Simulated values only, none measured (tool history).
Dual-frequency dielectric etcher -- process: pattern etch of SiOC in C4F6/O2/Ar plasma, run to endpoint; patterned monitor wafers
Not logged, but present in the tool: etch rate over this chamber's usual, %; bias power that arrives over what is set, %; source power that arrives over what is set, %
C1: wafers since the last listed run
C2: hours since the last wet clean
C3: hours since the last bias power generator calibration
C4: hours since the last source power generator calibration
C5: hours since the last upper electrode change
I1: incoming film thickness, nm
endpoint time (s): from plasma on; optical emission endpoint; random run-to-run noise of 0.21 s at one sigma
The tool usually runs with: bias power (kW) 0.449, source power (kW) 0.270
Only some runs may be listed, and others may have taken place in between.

{"run": 1, "hour": 0.0, "bias power (kW)": 0.449, "source power (kW)": 0.27, "C1": 0, "C2": 174.1, "C3": 2010.5, "C4": 4244.1, "C5": 4012.9, "I1": 53.1, "endpoint time (s)": 23.3}
{"run": 2, "hour": 13.3, "bias power (kW)": 0.449, "source power (kW)": 0.27, "C1": 293, "C2": 187.4, "C3": 2023.8, "C4": 4257.4, "C5": 4026.2, "I1": 52.5, "endpoint time (s)": 22.8}
{"run": 3, "hour": 47.0, "bias power (kW)": 0.449, "source power (kW)": 0.27, "C1": 743, "C2": 221.1, "C3": 2057.5, "C4": 4291.1, "C5": 4059.9, "I1": 52.1, "endpoint time (s)": 22.6}
{"run": 4, "hour": 60.1, "bias power (kW)": 0.449, "source power (kW)": 0.27, "C1": 288, "C2": 234.2, "C3": 2070.6, "C4": 4304.2, "C5": 4073.0, "I1": 52.4, "endpoint time (s)": 23.1}
{"run": 5, "hour": 80.5, "bias power (kW)": 0.449, "source power (kW)": 0.27, "C1": 449, "C2": 254.6, "C3": 2091.0, "C4": 4324.6, "C5": 4093.4, "I1": 52.1, "endpoint time (s)": 22.7}
{"run": 6, "hour": 114.0, "bias power (kW)": 0.449, "source power (kW)": 0.27, "C1": 738, "C2": 288.1, "C3": 2124.5, "C4": 4358.1, "C5": 4126.9, "I1": 52.5, "endpoint time (s)": 22.6}
{"run": 7, "hour": 135.5, "bias power (kW)": 0.449, "source power (kW)": 0.27, "C1": 474, "C2": 309.6, "C3": 2146.0, "C4": 4379.6, "C5": 4148.4, "I1": 53.1, "endpoint time (s)": 22.8}
{"hour": 169.2, "done": "wet clean of the chamber"}
{"run": 8, "hour": 169.7, "bias power (kW)": 0.449, "source power (kW)": 0.27, "C1": 224, "C2": 0.5, "C3": 2180.2, "C4": 4413.8, "C5": 4182.6, "I1": 52.5, "endpoint time (s)": 21.9}
{"run": 9, "hour": 185.3, "bias power (kW)": 0.449, "source power (kW)": 0.27, "C1": 344, "C2": 16.1, "C3": 2195.8, "C4": 4429.4, "C5": 4198.2, "I1": 51.9, "endpoint time (s)": 21.3}
{"run": 10, "hour": 215.6, "bias power (kW)": 0.449, "source power (kW)": 0.27, "C1": 668, "C2": 46.4, "C3": 2226.1, "C4": 4459.7, "C5": 4228.5, "I1": 52.6, "endpoint time (s)": 21.6}
{"hour": 248.2, "done": "source power generator calibrated"}
{"run": 11, "hour": 251.3, "bias power (kW)": 0.449, "source power (kW)": 0.27, "C1": 699, "C2": 82.1, "C3": 2261.8, "C4": 3.1, "C5": 4264.2, "I1": 52.4, "endpoint time (s)": 21.5}
{"run": 12, "hour": 271.7, "bias power (kW)": 0.449, "source power (kW)": 0.27, "C1": 449, "C2": 102.5, "C3": 2282.2, "C4": 23.5, "C5": 4284.6, "I1": 52.9, "endpoint time (s)": 21.7}
{"hour": 298.0, "done": "wet clean of the chamber, repeated, since the last time left the tool worse"}
{"run": 13, "hour": 299.5, "bias power (kW)": 0.449, "source power (kW)": 0.27, "C1": 83, "C2": 1.5, "C3": 2310.0, "C4": 51.3, "C5": 4312.4, "I1": 53.0, "endpoint time (s)": 23.4}
{"hour": 318.2, "done": "bias power generator calibrated"}
{"run": 14, "hour": 321.9, "bias power (kW)": 0.407, "source power (kW)": 0.27, "C1": 405, "C2": 23.9, "C3": 3.7, "C4": 73.7, "C5": 4334.8, "I1": 53.1, "endpoint time (s)": 24.9}
{"run": 15, "hour": 351.7, "bias power (kW)": 0.449, "source power (kW)": 0.29, "C1": 657, "C2": 53.7, "C3": 33.5, "C4": 103.5, "C5": 4364.6, "I1": 52.9, "endpoint time (s)": 22.2}
{"run": 16, "hour": 385.5, "bias power (kW)": 0.449, "source power (kW)": 0.27, "C1": 745, "C2": 87.5, "C3": 67.3, "C4": 137.3, "C5": 4398.4, "I1": 52.5, "endpoint time (s)": 23.2}
{"run": 17, "hour": 408.8, "bias power (kW)": 0.348, "source power (kW)": 0.27, "C1": 513, "C2": 110.8, "C3": 90.6, "C4": 160.6, "C5": 4421.7, "I1": 52.3, "endpoint time (s)": 26.7}
{"run": 18, "hour": 442.0, "bias power (kW)": 0.394, "source power (kW)": 0.24, "C1": 732, "C2": 144.0, "C3": 123.8, "C4": 193.8, "C5": 4454.9, "I1": 52.7, "endpoint time (s)": 26.3}
{"run": 19, "hour": 474.1, "bias power (kW)": 0.449, "source power (kW)": 0.34, "C1": 708, "C2": 176.1, "C3": 155.9, "C4": 225.9, "C5": 4487.0, "I1": 52.3, "endpoint time (s)": 19.8}
{"hour": 512.0, "done": "upper electrode replaced"}
{"run": 20, "hour": 512.5, "bias power (kW)": 0.548, "source power (kW)": 0.27, "C1": 317, "C2": 214.5, "C3": 194.3, "C4": 264.3, "C5": 0.5, "I1": 52.8, "endpoint time (s)": 20.3}
{"run": 21, "hour": 514.5, "bias power (kW)": 0.355, "source power (kW)": 0.3, "C1": 44, "C2": 216.5, "C3": 196.3, "C4": 266.3, "C5": 2.5, "I1": 52.8, "endpoint time (s)": 24.6}
{"run": 22, "hour": 546.7, "bias power (kW)": 0.449, "source power (kW)": 0.27, "C1": 710, "C2": 248.7, "C3": 228.5, "C4": 298.5, "C5": 34.7, "I1": 52.1, "endpoint time (s)": 22.3}
{"run": 23, "hour": 559.3, "bias power (kW)": 0.381, "source power (kW)": 0.29, "C1": 277, "C2": 261.3, "C3": 241.1, "C4": 311.1, "C5": 47.3, "I1": 52.3, "endpoint time (s)": 24.0}
{"run": 24, "hour": 583.1, "bias power (kW)": 0.522, "source power (kW)": 0.23, "C1": 524, "C2": 285.1, "C3": 264.9, "C4": 334.9, "C5": 71.1, "I1": 52.1, "endpoint time (s)": 22.6}
{"run": 25, "hour": 610.0, "bias power (kW)": 0.504, "source power (kW)": 0.27, "C1": 593, "C2": 312.0, "C3": 291.8, "C4": 361.8, "C5": 98.0, "I1": 52.0, "endpoint time (s)": 21.0}
{"run": 26, "hour": 660.6, "bias power (kW)": 0.415, "source power (kW)": 0.23, "C1": 1116, "C2": 362.6, "C3": 342.4, "C4": 412.4, "C5": 148.6, "I1": 52.5, "endpoint time (s)": 26.2}
{"hour": 694.6, "done": "wet clean of the chamber"}
{"run": 27, "hour": 695.1, "bias power (kW)": 0.343, "source power (kW)": 0.22, "C1": 231, "C2": 0.5, "C3": 376.9, "C4": 446.9, "C5": 183.1, "I1": 52.2, "endpoint time (s)": 30.9}
{"run": 28, "hour": 718.4, "bias power (kW)": 0.535, "source power (kW)": 0.22, "C1": 513, "C2": 23.8, "C3": 400.2, "C4": 470.2, "C5": 206.4, "I1": 52.4, "endpoint time (s)": 23.6}
{"run": 29, "hour": 736.3, "bias power (kW)": 0.449, "source power (kW)": 0.27, "C1": 394, "C2": 41.7, "C3": 418.1, "C4": 488.1, "C5": 224.3, "I1": 52.0, "endpoint time (s)": 22.8}

Measured less the same run without the tool's hidden state. The same run-to-run variation is in both; the gauge's scatter may not be:
run=1 endpoint_time_(s)=-0.3
run=2 endpoint_time_(s)=-0.3
run=3 endpoint_time_(s)=-0.4
run=4 endpoint_time_(s)=-0.4
run=5 endpoint_time_(s)=-0.4
run=6 endpoint_time_(s)=-0.5
run=7 endpoint_time_(s)=-0.5
run=8 endpoint_time_(s)=-1.3
run=9 endpoint_time_(s)=-1.3
run=10 endpoint_time_(s)=-1.3
run=11 endpoint_time_(s)=-1.5
run=12 endpoint_time_(s)=-1.5
run=13 endpoint_time_(s)=+0.0
run=14 endpoint_time_(s)=-0.1
run=15 endpoint_time_(s)=-0.1
run=16 endpoint_time_(s)=-0.2
run=17 endpoint_time_(s)=-0.3
run=18 endpoint_time_(s)=-0.3
run=19 endpoint_time_(s)=-0.3
run=20 endpoint_time_(s)=-0.4
run=21 endpoint_time_(s)=-0.5
run=22 endpoint_time_(s)=-0.5
run=23 endpoint_time_(s)=-0.6
run=24 endpoint_time_(s)=-0.6
run=25 endpoint_time_(s)=-0.6
run=26 endpoint_time_(s)=-0.8
run=27 endpoint_time_(s)=-0.2
run=28 endpoint_time_(s)=-0.2
run=29 endpoint_time_(s)=-0.2
